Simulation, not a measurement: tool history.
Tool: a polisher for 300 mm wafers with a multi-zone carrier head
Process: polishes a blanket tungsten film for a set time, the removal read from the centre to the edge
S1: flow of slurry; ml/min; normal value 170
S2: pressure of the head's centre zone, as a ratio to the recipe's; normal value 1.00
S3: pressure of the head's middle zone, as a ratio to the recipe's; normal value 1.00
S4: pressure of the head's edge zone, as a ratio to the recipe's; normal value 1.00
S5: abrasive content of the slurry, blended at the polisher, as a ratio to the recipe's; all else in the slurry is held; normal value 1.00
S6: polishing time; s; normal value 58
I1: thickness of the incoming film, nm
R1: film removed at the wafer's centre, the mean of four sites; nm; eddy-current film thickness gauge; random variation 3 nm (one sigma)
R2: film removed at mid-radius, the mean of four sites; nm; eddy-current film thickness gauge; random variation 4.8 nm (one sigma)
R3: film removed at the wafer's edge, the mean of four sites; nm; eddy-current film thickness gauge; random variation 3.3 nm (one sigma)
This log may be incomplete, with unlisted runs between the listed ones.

Run 1, hour 0.0: usual settings; I1 1377.3. Result: R1 367.4 nm, R2 360.1 nm, R3 372.5 nm.
Run 2, hour 76.7: usual settings but S5 1.15; I1 1403.9. Result: R1 375.6 nm, R2 379.6 nm, R3 383.0 nm.
At hour 96.7: edge zone pressure recalibrated.
Run 3, hour 147.9: usual settings but S4 0.91; I1 1435.1. Result: R1 353.9 nm, R2 355.3 nm, R3 343.7 nm.
At hour 228.5: slurry nozzle cleaned.
Run 4, hour 230.7: usual settings but S3 1.04, S4 0.93, S6 71 s; I1 1389.8. Result: R1 466.9 nm, R2 491.1 nm, R3 443.0 nm.
Run 5, hour 446.4: usual settings but S1 205 ml/min; I1 1421.4. Result: R1 400.0 nm, R2 397.9 nm, R3 398.0 nm.
Run 6, hour 503.5: usual settings but S2 0.94, S4 0.90, S6 73 s; I1 1401.6. Result: R1 450.0 nm, R2 474.0 nm, R3 447.1 nm.
Run 7, hour 567.9: usual settings but S1 145 ml/min, S2 0.95, S5 0.70; I1 1403.6. Result: R1 300.7 nm, R2 325.9 nm, R3 321.8 nm.
At hour 624.1: worn pad replaced by a new one.
Run 8, hour 652.8: usual settings; I1 1423.6. Result: R1 368.0 nm, R2 374.0 nm, R3 366.0 nm.
At hour 694.8: centre zone pressure recalibrated.
Run 9, hour 734.3: usual settings but S1 150 ml/min, S2 1.05, S3 0.91, S4 1.07; I1 1400.3. Result: R1 354.1 nm, R2 321.9 nm, R3 360.0 nm.
Run 10, hour 796.5: usual settings but S4 0.97, S5 1.10, S6 52 s; I1 1413.6. Result: R1 313.8 nm, R2 318.1 nm, R3 324.2 nm.
At hour 848.4: edge zone pressure recalibrated.
Run 11, hour 897.7: usual settings; I1 1409.7. Result: R1 317.2 nm, R2 318.0 nm, R3 341.4 nm.
At hour 918.7: slurry nozzle cleaned.
Run 12, hour 955.1: usual settings but S1 200 ml/min, S2 1.09; I1 1408.1. Result: R1 439.9 nm, R2 391.7 nm, R3 396.2 nm.
Run 13, hour 1037.1: usual settings but S2 1.04, S4 1.11, S5 1.10, S6 45 s; I1 1428.6. Result: R1 319.6 nm, R2 303.8 nm, R3 318.3 nm.
Run 14, hour 1132.7: usual settings but S2 1.09, S6 71 s; I1 1410.4. Result: R1 515.8 nm, R2 458.3 nm, R3 463.0 nm.
Run 15, hour 1240.3: usual settings; I1 1397.3. Result: R1 371.0 nm, R2 367.6 nm, R3 373.5 nm.
Run 16, hour 1279.4: usual settings; I1 1395.0. Result: R1 371.7 nm, R2 370.3 nm, R3 373.0 nm.
Run 17, hour 1319.2: usual settings but S3 1.09, S4 1.11, S5 1.25; I1 1393.8. Result: R1 391.2 nm, R2 423.2 nm, R3 421.0 nm.
Run 18, hour 1363.0: usual settings but S3 1.11, S4 0.92; I1 1389.5. Result: R1 365.8 nm, R2 398.0 nm, R3 354.7 nm.
At hour 1386.2: worn pad replaced by a new one.
Run 19, hour 1464.7: usual settings but S2 0.93, S3 0.94, S5 0.85; I1 1422.7. Result: R1 314.8 nm, R2 324.7 nm, R3 349.7 nm.

Run 20 comes next. What will it give?
Run 20, hour 1568.3: usual settings but S2 1.11, S3 0.89, S5 1.15, S6 51 s; I1 1438.9. Result: R1 ?, R2 ?, R3 ?.

Run 20 measured R1 329.9 nm, R2 279.3 nm, R3 319.2 nm.
With no hidden state in the tool, this same run would have given R1 386.9 nm, R2 321.4 nm, R3 352.0 nm.

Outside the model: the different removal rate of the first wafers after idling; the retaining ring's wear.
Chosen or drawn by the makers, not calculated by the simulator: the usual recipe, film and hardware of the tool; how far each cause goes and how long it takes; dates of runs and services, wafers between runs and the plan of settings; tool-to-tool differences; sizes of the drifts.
